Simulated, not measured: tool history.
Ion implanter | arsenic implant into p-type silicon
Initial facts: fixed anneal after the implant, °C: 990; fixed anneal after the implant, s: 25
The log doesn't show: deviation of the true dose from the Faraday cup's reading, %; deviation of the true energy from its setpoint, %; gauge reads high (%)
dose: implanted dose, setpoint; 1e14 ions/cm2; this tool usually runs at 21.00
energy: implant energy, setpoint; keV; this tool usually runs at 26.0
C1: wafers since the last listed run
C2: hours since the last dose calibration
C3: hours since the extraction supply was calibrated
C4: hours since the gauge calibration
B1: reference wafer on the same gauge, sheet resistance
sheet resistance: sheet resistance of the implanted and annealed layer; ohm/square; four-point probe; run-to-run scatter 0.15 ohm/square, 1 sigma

{"run": 1, "hour": 0.0, "dose": 21.0, "energy": 19.0, "C1": 0, "C2": 1279.1, "C3": 5839.0, "C4": 243.4, "B1": 84.02, "sheet resistance": 113.69}
{"run": 2, "hour": 49.6, "dose": 21.0, "energy": 19.0, "C1": 779, "C2": 1328.7, "C3": 5888.6, "C4": 293.0, "B1": 84.03, "sheet resistance": 113.74}
{"run": 3, "hour": 75.6, "dose": 19.22, "energy": 26.0, "C1": 408, "C2": 1354.7, "C3": 5914.6, "C4": 319.0, "B1": 84.0, "sheet resistance": 102.34}
{"run": 4, "hour": 116.1, "dose": 19.22, "energy": 26.0, "C1": 636, "C2": 1395.2, "C3": 5955.1, "C4": 359.5, "B1": 84.01, "sheet resistance": 102.4}
{"run": 5, "hour": 174.2, "dose": 21.0, "energy": 26.0, "C1": 913, "C2": 1453.3, "C3": 6013.2, "C4": 417.6, "B1": 84.0, "sheet resistance": 100.57}
{"hour": 206.3, "done": "gauge calibrated"}
{"run": 6, "hour": 225.6, "dose": 21.0, "energy": 26.0, "C1": 807, "C2": 1504.7, "C3": 6064.6, "C4": 19.3, "B1": 84.02, "sheet resistance": 100.53}
{"hour": 260.9, "done": "extraction supply calibrated"}
{"run": 7, "hour": 261.4, "dose": 21.0, "energy": 30.5, "C1": 436, "C2": 1540.5, "C3": 0.5, "C4": 55.1, "B1": 84.02, "sheet resistance": 94.09}
{"run": 8, "hour": 288.4, "dose": 21.0, "energy": 26.0, "C1": 424, "C2": 1567.5, "C3": 27.5, "C4": 82.1, "B1": 84.04, "sheet resistance": 100.63}
{"run": 9, "hour": 334.1, "dose": 21.0, "energy": 19.0, "C1": 718, "C2": 1613.2, "C3": 73.2, "C4": 127.8, "B1": 83.96, "sheet resistance": 113.61}
{"run": 10, "hour": 385.1, "dose": 21.0, "energy": 26.0, "C1": 801, "C2": 1664.2, "C3": 124.2, "C4": 178.8, "B1": 84.01, "sheet resistance": 100.62}
{"run": 11, "hour": 409.9, "dose": 24.07, "energy": 26.0, "C1": 389, "C2": 1689.0, "C3": 149.0, "C4": 203.6, "B1": 83.98, "sheet resistance": 98.49}
{"hour": 434.1, "done": "Faraday cup replaced and dose calibrated"}
{"run": 12, "hour": 464.9, "dose": 19.15, "energy": 26.0, "C1": 738, "C2": 30.8, "C3": 204.0, "C4": 258.6, "B1": 83.96, "sheet resistance": 102.46}
{"run": 13, "hour": 500.5, "dose": 16.33, "energy": 22.0, "C1": 559, "C2": 66.4, "C3": 239.6, "C4": 294.2, "B1": 84.01, "sheet resistance": 112.9}
{"run": 14, "hour": 545.6, "dose": 14.85, "energy": 30.0, "C1": 708, "C2": 111.5, "C3": 284.7, "C4": 339.3, "B1": 84.0, "sheet resistance": 103.03}
{"run": 15, "hour": 607.7, "dose": 24.83, "energy": 18.5, "C1": 975, "C2": 173.6, "C3": 346.8, "C4": 401.4, "B1": 84.0, "sheet resistance": 112.15}

Each row is a separate what-if for the run after 15, all from the same tool condition, not one after another. Results?
{"run": "A", "hour": 608.1, "dose": 26.38, "energy": 26.0, "C1": 6, "C2": 174.0, "C3": 347.2, "C4": 401.8, "B1": "?", "sheet resistance": "?"}
{"run": "B", "hour": 608.1, "dose": 25.78, "energy": 18.5, "C1": 6, "C2": 174.0, "C3": 347.2, "C4": 401.8, "B1": "?", "sheet resistance": "?"}
{"run": "C", "hour": 608.1, "dose": 23.54, "energy": 31.5, "C1": 6, "C2": 174.0, "C3": 347.2, "C4": 401.8, "B1": "?", "sheet resistance": "?"}
{"run": "D", "hour": 608.1, "dose": 15.68, "energy": 26.0, "C1": 6, "C2": 174.0, "C3": 347.2, "C4": 401.8, "B1": "?", "sheet resistance": "?"}
{"run": "E", "hour": 608.1, "dose": 15.35, "energy": 35.0, "C1": 6, "C2": 174.0, "C3": 347.2, "C4": 401.8, "B1": "?", "sheet resistance": "?"}

run=A B1=84.00 sheet_resistance=97.18
run=B B1=84.00 sheet_resistance=111.42
run=C B1=84.00 sheet_resistance=90.67
run=D B1=84.00 sheet_resistance=106.93
run=E B1=84.00 sheet_resistance=96.49
Had the tool no hidden state, the same runs would have come out as:
run=A sheet_resistance=97.18
run=B sheet_resistance=111.42
run=C sheet_resistance=90.67
run=D sheet_resistance=106.93
run=E sheet_resistance=96.49
